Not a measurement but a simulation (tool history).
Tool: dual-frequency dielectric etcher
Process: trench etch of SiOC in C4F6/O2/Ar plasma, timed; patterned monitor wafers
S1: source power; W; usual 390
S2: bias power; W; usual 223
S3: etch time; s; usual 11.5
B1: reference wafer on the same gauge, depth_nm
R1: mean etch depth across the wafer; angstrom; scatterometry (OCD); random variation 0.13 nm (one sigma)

{"run": 1, "hour": 0.0, "S1": 390, "S2": 223, "S3": 11.5, "B1": 25.63, "R1": 262.2}
{"run": 2, "hour": 34.6, "S1": 390, "S2": 223, "S3": 11.5, "B1": 25.62, "R1": 258.1}
{"hour": 52.6, "done": "source power generator calibrated"}
{"hour": 71.1, "done": "wet clean of the chamber"}
{"hour": 79.8, "done": "upper electrode replaced"}
{"run": 3, "hour": 80.3, "S1": 390, "S2": 223, "S3": 11.5, "B1": 25.63, "R1": 261.8}
{"run": 4, "hour": 80.6, "S1": 390, "S2": 223, "S3": 11.5, "B1": 25.65, "R1": 260.0}
{"run": 5, "hour": 106.3, "S1": 390, "S2": 223, "S3": 11.5, "B1": 25.63, "R1": 261.9}
{"run": 6, "hour": 137.5, "S1": 390, "S2": 223, "S3": 11.5, "B1": 25.69, "R1": 260.9}
{"run": 7, "hour": 166.4, "S1": 390, "S2": 204, "S3": 9.5, "B1": 25.66, "R1": 210.8}
{"hour": 195.4, "done": "bias power generator calibrated"}
{"run": 8, "hour": 198.8, "S1": 390, "S2": 223, "S3": 11.5, "B1": 25.65, "R1": 262.5}
{"run": 9, "hour": 229.4, "S1": 350, "S2": 274, "S3": 9.0, "B1": 25.69, "R1": 202.1}
{"run": 10, "hour": 257.6, "S1": 340, "S2": 223, "S3": 11.5, "B1": 25.69, "R1": 244.6}
{"run": 11, "hour": 286.9, "S1": 390, "S2": 223, "S3": 11.5, "B1": 25.7, "R1": 259.3}
{"run": 12, "hour": 382.6, "S1": 310, "S2": 258, "S3": 14.0, "B1": 25.76, "R1": 293.6}
{"hour": 440.0, "done": "wet clean of the chamber"}
{"run": 13, "hour": 440.5, "S1": 390, "S2": 223, "S3": 11.5, "B1": 25.79, "R1": 261.7}
{"run": 14, "hour": 440.8, "S1": 390, "S2": 223, "S3": 11.5, "B1": 25.76, "R1": 261.5}
{"run": 15, "hour": 450.7, "S1": 300, "S2": 223, "S3": 11.5, "B1": 25.8, "R1": 232.3}
{"run": 16, "hour": 482.1, "S1": 390, "S2": 223, "S3": 11.5, "B1": 25.83, "R1": 262.3}
{"run": 17, "hour": 506.4, "S1": 390, "S2": 251, "S3": 11.5, "B1": 25.8, "R1": 268.3}
{"run": 18, "hour": 541.0, "S1": 390, "S2": 201, "S3": 11.5, "B1": 25.89, "R1": 260.1}
{"run": 19, "hour": 567.6, "S1": 390, "S2": 223, "S3": 11.5, "B1": 25.9, "R1": 262.6}
{"run": 20, "hour": 589.7, "S1": 290, "S2": 259, "S3": 12.5, "B1": 25.91, "R1": 257.9}
{"run": 21, "hour": 604.8, "S1": 390, "S2": 245, "S3": 8.5, "B1": 25.95, "R1": 200.2}
{"run": 22, "hour": 628.7, "S1": 390, "S2": 188, "S3": 8.5, "B1": 25.94, "R1": 189.6}
{"run": 23, "hour": 648.5, "S1": 390, "S2": 223, "S3": 11.5, "B1": 25.96, "R1": 265.1}
{"run": 24, "hour": 673.6, "S1": 420, "S2": 223, "S3": 13.0, "B1": 26.0, "R1": 309.9}
{"run": 25, "hour": 700.9, "S1": 390, "S2": 261, "S3": 11.5, "B1": 26.05, "R1": 271.4}
{"run": 26, "hour": 735.5, "S1": 420, "S2": 180, "S3": 12.5, "B1": 26.02, "R1": 290.0}
{"run": 27, "hour": 770.6, "S1": 330, "S2": 177, "S3": 11.5, "B1": 26.08, "R1": 237.5}
{"hour": 878.0, "done": "wet clean of the chamber"}
{"run": 28, "hour": 878.5, "S1": 310, "S2": 245, "S3": 8.5, "B1": 26.22, "R1": 180.8}
{"run": 29, "hour": 924.3, "S1": 390, "S2": 223, "S3": 11.5, "B1": 26.28, "R1": 265.5}
{"run": 30, "hour": 940.2, "S1": 460, "S2": 223, "S3": 13.0, "B1": 26.32, "R1": 328.5}

What the log doesn't show, run by run:
etch rate over this chamber's usual, %: 0 in every run
source power that arrives over what is set, %: 0 in every run
bias power that arrives over what is set, %: 0 in every run
H1: gauge reads high (%)
run=1 H1=-0.261
run=2 H1=-0.25
run=3 H1=-0.225
run=4 H1=-0.224
run=5 H1=-0.205
run=6 H1=-0.177
run=7 H1=-0.147
run=8 H1=-0.107
run=9 H1=-0.0644
run=10 H1=-0.0206
run=11 H1=0.0295
run=12 H1=0.225
run=13 H1=0.368
run=14 H1=0.369
run=15 H1=0.395
run=16 H1=0.481
run=17 H1=0.552
run=18 H1=0.658
run=19 H1=0.744
run=20 H1=0.819
run=21 H1=0.871
run=22 H1=0.956
run=23 H1=1.03
run=24 H1=1.12
run=25 H1=1.23
run=26 H1=1.38
run=27 H1=1.53
run=28 H1=2.03
run=29 H1=2.27
run=30 H1=2.35
